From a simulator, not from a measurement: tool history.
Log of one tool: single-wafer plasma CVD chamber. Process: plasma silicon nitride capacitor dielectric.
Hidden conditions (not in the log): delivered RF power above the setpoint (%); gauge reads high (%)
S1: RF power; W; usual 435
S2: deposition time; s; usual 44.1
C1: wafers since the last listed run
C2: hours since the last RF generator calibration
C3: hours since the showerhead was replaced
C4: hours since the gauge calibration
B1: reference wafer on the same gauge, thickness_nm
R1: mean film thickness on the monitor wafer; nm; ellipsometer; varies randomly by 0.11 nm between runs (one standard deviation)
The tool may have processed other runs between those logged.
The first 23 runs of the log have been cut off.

run,hour,S1,S2,C1,C2,C3,C4,B1,R1
24,261.4,375,50.2,289,93.5,73.9,352.0,52.726,67.398
25,274.6,435,44.1,324,106.7,87.1,365.2,52.712,61.926
# hour 283.2: gauge calibrated
26,292.3,500,40.5,434,124.4,104.8,9.1,52.689,59.490
27,308.9,500,52.4,407,141.0,121.4,25.7,52.693,77.159
28,317.4,460,38.8,208,149.5,129.9,34.2,52.709,55.564
29,324.0,435,40.5,162,156.1,136.5,40.8,52.650,56.820
30,330.9,500,40.5,169,163.0,143.4,47.7,52.663,59.620
31,344.0,400,41.8,321,176.1,156.5,60.8,52.715,57.209
32,357.7,380,39.3,336,189.8,170.2,74.5,52.710,52.856

Here are 4 independent what-if runs from the current tool condition. What would each one return?
A,358.1,435,44.1,9,190.2,170.6,74.9,?,?
B,358.1,510,51.1,9,190.2,170.6,74.9,?,?
C,358.1,475,52.5,9,190.2,170.6,74.9,?,?
D,358.1,460,51.2,9,190.2,170.6,74.9,?,?

run,B1,R1
A,52.729,62.140
B,52.729,75.717
C,52.729,76.066
D,52.729,73.434
With the hidden condition removed and each run's random variation left untouched, the same runs would have given:
run,R1
A,62.455
B,76.102
C,76.453
D,73.807

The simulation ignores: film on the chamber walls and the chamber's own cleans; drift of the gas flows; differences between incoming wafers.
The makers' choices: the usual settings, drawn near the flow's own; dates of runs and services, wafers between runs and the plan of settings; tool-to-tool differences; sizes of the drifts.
